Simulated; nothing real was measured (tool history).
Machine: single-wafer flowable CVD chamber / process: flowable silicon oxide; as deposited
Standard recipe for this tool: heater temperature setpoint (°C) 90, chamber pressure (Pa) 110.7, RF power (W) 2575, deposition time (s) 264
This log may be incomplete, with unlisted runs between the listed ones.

run   hour  heater temperature setpoint (°C)  chamber pressure (Pa)  RF power (W)  deposition time (s)  read-back reference wafer on the same gauge, thickness_nm  mean film thickness on the monitor wafer (nm)
  1      0                                98                  110.7          2575                  264                                                    232.049                                        211.623
  2   61.1                                90                   96.9          2575                  264                                                    232.161                                        241.151
  3  100.8                                90                   96.9          2575                  264                                                    231.729                                        243.511
  4  160.2                                90                   96.9          2575                  264                                                    231.946                                        242.084
  5  252.7                                90                   91.7          2575                  264                                                    232.086                                        230.734
  6  321.5                                90                   91.7          2575                  264                                                    231.897                                        231.122
  7  385.3                                90                  110.7          2575                  264                                                    231.955                                        270.248
  8  467.8                                90                   96.7          2575                  264                                                    232.118                                        240.713
     480.4  -- gauge calibrated
     497.1  -- capacitance manometer re-zeroed and calibrated
     521.8  -- RF generator calibrated
  9  571.9                                90                   96.9          2575                  264                                                    232.045                                        227.095
       586  -- showerhead replaced
 10  660.3                                81                  127.3          2115                  228                                                    231.958                                        311.087
     743.6  -- thermocouple changed; heater temperature recalibrated
 11  744.1                                90                  110.7          2575                  264                                                    231.855                                        259.404
 12  840.7                                90                   94.3          2575                  304                                                    231.983                                        263.522
 13  919.5                                90                  110.7          2170                  264                                                    232.013                                        256.583
 14  973.8                                85                   99.6          2445                  297                                                    232.087                                        307.568

State the hidden condition of the tool at each of the runs:
wafer temperature above the value expected at the setpoint (K): 0 across all the runs
delivered RF power above the setpoint (%): 0 across all the runs
gauge reads high (%): 0 across all the runs
H1: true pressure above the setpoint (%)
run     H1
  1   7.87
  2   7.96
  3   8.01
  4   8.08
  5   8.18
  6   8.24
  7   8.29
  8   8.35
  9  0.647
 10   1.61
 11   2.41
 12   3.21
 13   3.78
 14   4.13
